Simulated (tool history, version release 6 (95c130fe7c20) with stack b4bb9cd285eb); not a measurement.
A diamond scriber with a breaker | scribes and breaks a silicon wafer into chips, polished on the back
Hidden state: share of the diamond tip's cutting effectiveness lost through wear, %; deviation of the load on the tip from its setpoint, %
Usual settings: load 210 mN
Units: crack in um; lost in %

run,day,load,wafers since the last listed run,hours since the diamond tip was replaced,hours since the load on the tip was calibrated,"incoming depth of the damage left on the back of the incoming wafer, um",crack,lost
1,0.000,210,0,601.0,1283.5,0.05,14.58,1.56
2,0.296,210,20,608.1,1290.6,0.03,14.59,1.53
3,2.383,210,141,658.2,1340.7,0.02,14.46,1.53
4,2.954,237,38,671.9,1354.4,0.04,15.48,3.88
5,3.300,181,23,680.2,1362.7,0.02,13.42,1.99
6,3.833,160,36,693.0,1375.5,0.01,12.66,5.35
7,4.308,210,32,704.4,1386.9,0.04,14.54,1.51
8,4.817,210,34,716.6,1399.1,0.04,14.51,1.44
# day 4.929: load on the tip recalibrated
9,5.458,210,37,732.0,12.7,0.02,13.53,1.95
# day 5.996: diamond tip replaced by a new one
10,6.142,264,40,3.5,29.1,0.03,15.90,5.85
11,6.504,157,24,12.2,37.8,0.05,12.15,8.53
12,7.179,161,45,28.4,54.0,0.03,12.32,7.10
13,7.517,232,22,36.5,62.1,0.04,14.79,2.07
14,8.250,210,49,54.1,79.7,0.02,14.12,1.26
15,8.583,210,22,62.1,87.7,0.02,14.14,1.26
16,9.188,269,40,76.6,102.2,0.03,16.19,6.74
17,9.488,171,20,83.8,109.4,0.04,12.80,4.47
18,9.892,248,27,93.5,119.1,0.03,15.61,4.12
19,10.300,157,27,103.3,128.9,0.05,12.21,7.63

Forecast each of these 4 alternatives for the next run:
A,10.329,249,1,104.0,129.6,0.02,?,?
B,10.329,179,1,104.0,129.6,0.02,?,?
C,10.329,246,1,104.0,129.6,0.02,?,?
D,10.329,180,1,104.0,129.6,0.02,?,?

run,crack,lost
A,15.53,4.14
B,13.06,3.19
C,15.42,3.76
D,13.10,3.05
Without the tool's hidden state the same runs would have given:
run,crack,lost
A,15.46,3.88
B,13.00,3.41
C,15.36,3.52
D,13.04,3.27
